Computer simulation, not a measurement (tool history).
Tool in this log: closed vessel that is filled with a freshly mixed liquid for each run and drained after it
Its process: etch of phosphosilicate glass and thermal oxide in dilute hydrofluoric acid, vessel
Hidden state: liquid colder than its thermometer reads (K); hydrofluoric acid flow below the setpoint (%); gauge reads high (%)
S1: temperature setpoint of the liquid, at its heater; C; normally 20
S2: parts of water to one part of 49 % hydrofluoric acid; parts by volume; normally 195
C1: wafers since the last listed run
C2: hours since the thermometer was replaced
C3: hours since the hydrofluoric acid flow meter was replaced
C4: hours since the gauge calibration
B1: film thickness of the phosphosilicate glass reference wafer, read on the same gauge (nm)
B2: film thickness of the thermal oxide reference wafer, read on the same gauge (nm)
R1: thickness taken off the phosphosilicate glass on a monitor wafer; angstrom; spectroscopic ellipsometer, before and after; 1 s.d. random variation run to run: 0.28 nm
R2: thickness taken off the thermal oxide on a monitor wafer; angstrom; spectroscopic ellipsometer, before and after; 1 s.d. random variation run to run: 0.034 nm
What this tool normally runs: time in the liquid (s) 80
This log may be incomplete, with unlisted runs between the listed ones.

run 1 hour=0 | S1=23 S2=195 time_in_the_liquid_(s)=80 | C1=0 C2=2223.1 C3=530.2 C4=290.4 | B1=70.76 B2=101.132 | R1=580.2 R2=14.88
run 2 hour=55.4 | S1=20 S2=195 time_in_the_liquid_(s)=80 | C1=6341 C2=2278.5 C3=585.6 C4=345.8 | B1=70.93 B2=101.355 | R1=522.6 R2=13.16
run 3 hour=125.2 | S1=20 S2=195 time_in_the_liquid_(s)=80 | C1=7989 C2=2348.3 C3=655.4 C4=415.6 | B1=71.14 B2=101.596 | R1=520.6 R2=12.71
run 4 hour=200.9 | S1=18 S2=195 time_in_the_liquid_(s)=80 | C1=8665 C2=2424 C3=731.1 C4=491.3 | B1=71.33 B2=101.933 | R1=483.5 R2=12.88
run 5 hour=284.3 | S1=18 S2=195 time_in_the_liquid_(s)=80 | C1=9546 C2=2507.4 C3=814.5 C4=574.7 | B1=71.58 B2=102.266 | R1=487.4 R2=12.9
run 6 hour=369.5 | S1=18 S2=195 time_in_the_liquid_(s)=80 | C1=9752 C2=2592.6 C3=899.7 C4=659.9 | B1=71.8 B2=102.582 | R1=491.5 R2=12.48
-- hour=424 gauge calibrated
run 7 hour=427.8 | S1=20 S2=195 time_in_the_liquid_(s)=80 | C1=6673 C2=2650.9 C3=958 C4=3.8 | B1=69.73 B2=99.692 | R1=507.5 R2=13.43
run 8 hour=466.7 | S1=20 S2=195 time_in_the_liquid_(s)=80 | C1=4452 C2=2689.8 C3=996.9 C4=42.7 | B1=69.88 B2=99.825 | R1=511.5 R2=13.36
-- hour=537.2 thermometer replaced
run 9 hour=758.9 | S1=23.5 S2=250 time_in_the_liquid_(s)=115 | C1=33332 C2=221.7 C3=1289.1 C4=334.9 | B1=70.7 B2=100.993 | R1=628.8 R2=16.06
run 10 hour=796.2 | S1=17 S2=195 time_in_the_liquid_(s)=100 | C1=4269 C2=259 C3=1326.4 C4=372.2 | B1=70.8 B2=101.122 | R1=580.2 R2=13.87
run 11 hour=882 | S1=25 S2=160 time_in_the_liquid_(s)=30 | C1=9821 C2=344.8 C3=1412.2 C4=458 | B1=71.04 B2=101.452 | R1=301.2 R2=7.95
run 12 hour=963.1 | S1=20 S2=195 time_in_the_liquid_(s)=80 | C1=9283 C2=425.9 C3=1493.3 C4=539.1 | B1=71.22 B2=101.8 | R1=523.7 R2=13.29
-- hour=1008.6 hydrofluoric acid flow meter replaced
run 13 hour=1014.5 | S1=18 S2=195 time_in_the_liquid_(s)=80 | C1=5769 C2=477.3 C3=5.9 C4=590.5 | B1=71.45 B2=102.011 | R1=489.3 R2=12.85
run 14 hour=1115.1 | S1=24.5 S2=130 time_in_the_liquid_(s)=100 | C1=11515 C2=577.9 C3=106.5 C4=691.1 | B1=71.72 B2=102.407 | R1=1256 R2=33.3
-- hour=1118 gauge calibrated
run 15 hour=1438 | S1=20 S2=155 time_in_the_liquid_(s)=80 | C1=36961 C2=900.8 C3=429.4 C4=320 | B1=70.83 B2=101.13 | R1=677.6 R2=17.77
run 16 hour=1499.4 | S1=24 S2=145 time_in_the_liquid_(s)=65 | C1=7028 C2=962.2 C3=490.8 C4=381.4 | B1=70.95 B2=101.362 | R1=706.4 R2=17.54

Each row is a separate what-if for the run after 16, all from the same tool condition, not one after another. Results?
run A hour=1500.1 | S1=17 S2=195 time_in_the_liquid_(s)=80 | C1=80 C2=962.9 C3=491.5 C4=382.1 | B1=? B2=? | R1=? R2=?
run B hour=1500.1 | S1=21.5 S2=195 time_in_the_liquid_(s)=45 | C1=80 C2=962.9 C3=491.5 C4=382.1 | B1=? B2=? | R1=? R2=?
run C hour=1500.1 | S1=20 S2=195 time_in_the_liquid_(s)=95 | C1=80 C2=962.9 C3=491.5 C4=382.1 | B1=? B2=? | R1=? R2=?

run=A B1=71 B2=101.358 R1=463.7 R2=11.43
run=B B1=71 B2=101.358 R1=310.9 R2=7.66
run=C B1=71 B2=101.358 R1=619.6 R2=15.27
The same runs, with their run-to-run variation unchanged, on a tool lacking any hidden condition would have given:
run=A R1=457.4 R2=11.27
run=B R1=306.7 R2=7.56
run=C R1=611.2 R2=15.06
